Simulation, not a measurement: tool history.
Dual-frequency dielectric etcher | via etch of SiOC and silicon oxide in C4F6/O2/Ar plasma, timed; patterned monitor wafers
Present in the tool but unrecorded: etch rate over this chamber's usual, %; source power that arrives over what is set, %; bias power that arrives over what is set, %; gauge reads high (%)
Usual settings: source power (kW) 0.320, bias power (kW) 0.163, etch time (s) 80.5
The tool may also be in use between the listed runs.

| run | hour | source power (kW) | bias power (kW) | etch time (s) | wafers since the last listed run | hours since the last wet clean | hours since the last source power generator calibration | hours since the last bias power generator calibration | hours since the last upper electrode change | hours since the gauge calibration | read-back reference wafer on the same gauge, depth_nm | mean etch depth across the wafer (nm) |
|---|---|---|---|---|---|---|---|---|---|---|---|---|
| 1 | 0.0 | 0.320 | 0.163 | 96.5 | 0 | 411.1 | 1800.5 | 1628.0 | 3759.8 | 189.5 | 94.9 | 91.8 |
| 2 | 7.3 | 0.320 | 0.163 | 86.0 | 63 | 418.4 | 1807.8 | 1635.3 | 3767.1 | 196.8 | 95.0 | 81.6 |
| 3 | 23.3 | 0.300 | 0.163 | 96.5 | 140 | 434.4 | 1823.8 | 1651.3 | 3783.1 | 212.8 | 94.8 | 87.1 |
| 4 | 58.6 | 0.320 | 0.163 | 80.5 | 309 | 469.7 | 1859.1 | 1686.6 | 3818.4 | 248.1 | 94.8 | 76.1 |
| 5 | 71.9 | 0.320 | 0.175 | 80.5 | 116 | 483.0 | 1872.4 | 1699.9 | 3831.7 | 261.4 | 94.8 | 77.3 |
| 6 | 89.8 | 0.320 | 0.181 | 72.5 | 156 | 500.9 | 1890.3 | 1717.8 | 3849.6 | 279.3 | 94.9 | 70.5 |
| 7 | 100.6 | 0.320 | 0.181 | 72.5 | 94 | 511.7 | 1901.1 | 1728.6 | 3860.4 | 290.1 | 94.9 | 70.1 |
| 8 | 110.9 | 0.320 | 0.181 | 72.5 | 90 | 522.0 | 1911.4 | 1738.9 | 3870.7 | 300.4 | 94.9 | 70.2 |
| 9 | 124.6 | 0.320 | 0.163 | 80.5 | 119 | 535.7 | 1925.1 | 1752.6 | 3884.4 | 314.1 | 94.9 | 75.5 |
| 10 | 131.9 | 0.320 | 0.163 | 80.5 | 63 | 543.0 | 1932.4 | 1759.9 | 3891.7 | 321.4 | 94.8 | 75.8 |
| 11 | 143.5 | 0.380 | 0.163 | 80.5 | 101 | 554.6 | 1944.0 | 1771.5 | 3903.3 | 333.0 | 95.0 | 83.5 |
| 12 | 151.8 | 0.320 | 0.163 | 97.5 | 72 | 562.9 | 1952.3 | 1779.8 | 3911.6 | 341.3 | 94.9 | 91.7 |
|  | 156.1 | source power generator calibrated |
| 13 | 161.2 | 0.320 | 0.163 | 97.5 | 47 | 572.3 | 5.1 | 1789.2 | 3921.0 | 350.7 | 94.8 | 91.3 |
|  | 161.9 | gauge calibrated |
|  | 188.7 | upper electrode replaced |
| 14 | 189.2 | 0.320 | 0.163 | 80.5 | 35 | 600.3 | 33.1 | 1817.2 | 0.5 | 27.3 | 95.0 | 74.7 |
| 15 | 189.5 | 0.390 | 0.163 | 80.5 | 2 | 600.6 | 33.4 | 1817.5 | 0.8 | 27.6 | 94.7 | 84.4 |
| 16 | 194.8 | 0.370 | 0.135 | 80.5 | 46 | 605.9 | 38.7 | 1822.8 | 6.1 | 32.9 | 95.1 | 79.4 |
| 17 | 203.1 | 0.320 | 0.163 | 80.5 | 72 | 614.2 | 47.0 | 1831.1 | 14.4 | 41.2 | 94.8 | 75.0 |
| 18 | 210.4 | 0.250 | 0.163 | 95.0 | 63 | 621.5 | 54.3 | 1838.4 | 21.7 | 48.5 | 95.0 | 75.3 |
|  | 234.7 | wet clean of the chamber |
| 19 | 235.2 | 0.320 | 0.163 | 97.5 | 7 | 0.5 | 79.1 | 1863.2 | 46.5 | 73.3 | 94.9 | 97.3 |
| 20 | 235.5 | 0.350 | 0.191 | 71.5 | 2 | 0.8 | 79.4 | 1863.5 | 46.8 | 73.6 | 94.9 | 77.1 |
| 21 | 235.8 | 0.360 | 0.199 | 64.0 | 2 | 1.1 | 79.7 | 1863.8 | 47.1 | 73.9 | 94.9 | 71.4 |
|  | 248.4 | bias power generator calibrated |
| 22 | 251.6 | 0.320 | 0.163 | 58.0 | 103 | 16.9 | 95.5 | 3.2 | 62.9 | 89.7 | 95.0 | 57.7 |
| 23 | 263.9 | 0.320 | 0.163 | 94.5 | 107 | 29.2 | 107.8 | 15.5 | 75.2 | 102.0 | 94.8 | 93.6 |
| 24 | 276.7 | 0.320 | 0.163 | 80.5 | 112 | 42.0 | 120.6 | 28.3 | 88.0 | 114.8 | 94.7 | 79.9 |
| 25 | 285.6 | 0.380 | 0.143 | 80.5 | 77 | 50.9 | 129.5 | 37.2 | 96.9 | 123.7 | 94.9 | 86.0 |
| 26 | 296.5 | 0.320 | 0.174 | 96.0 | 95 | 61.8 | 140.4 | 48.1 | 107.8 | 134.6 | 95.1 | 96.0 |
| 27 | 306.1 | 0.320 | 0.163 | 80.5 | 84 | 71.4 | 150.0 | 57.7 | 117.4 | 144.2 | 94.8 | 79.7 |
| 28 | 314.3 | 0.280 | 0.163 | 80.5 | 71 | 79.6 | 158.2 | 65.9 | 125.6 | 152.4 | 94.9 | 72.3 |
| 29 | 326.9 | 0.320 | 0.153 | 93.5 | 110 | 92.2 | 170.8 | 78.5 | 138.2 | 165.0 | 95.1 | 90.6 |

How would selected steps in mean etch depth across the wafer (nm) from run to run divide? Give the signed amount a tool lacking its hidden state would still show from settings, what came in and random variation, and the signed amount left for the hidden state, including any gauge scatter that is not in both of the compared results.
Run 13 -> 14: etch time (s) 97.5 -> 80.5, gauge calibrated, upper electrode replaced. mean etch depth across the wafer (nm) -16.6: hidden state +0.7, all else -17.3.
Run 18 -> 19: source power (kW) 0.250 -> 0.320, etch time (s) 95.0 -> 97.5, wet clean of the chamber. mean etch depth across the wafer (nm) +22.0: hidden state +4.9, all else +17.1.
Run 22 -> 23: etch time (s) 58.0 -> 94.5. mean etch depth across the wafer (nm) +35.9: hidden state +0.0, all else +35.9.
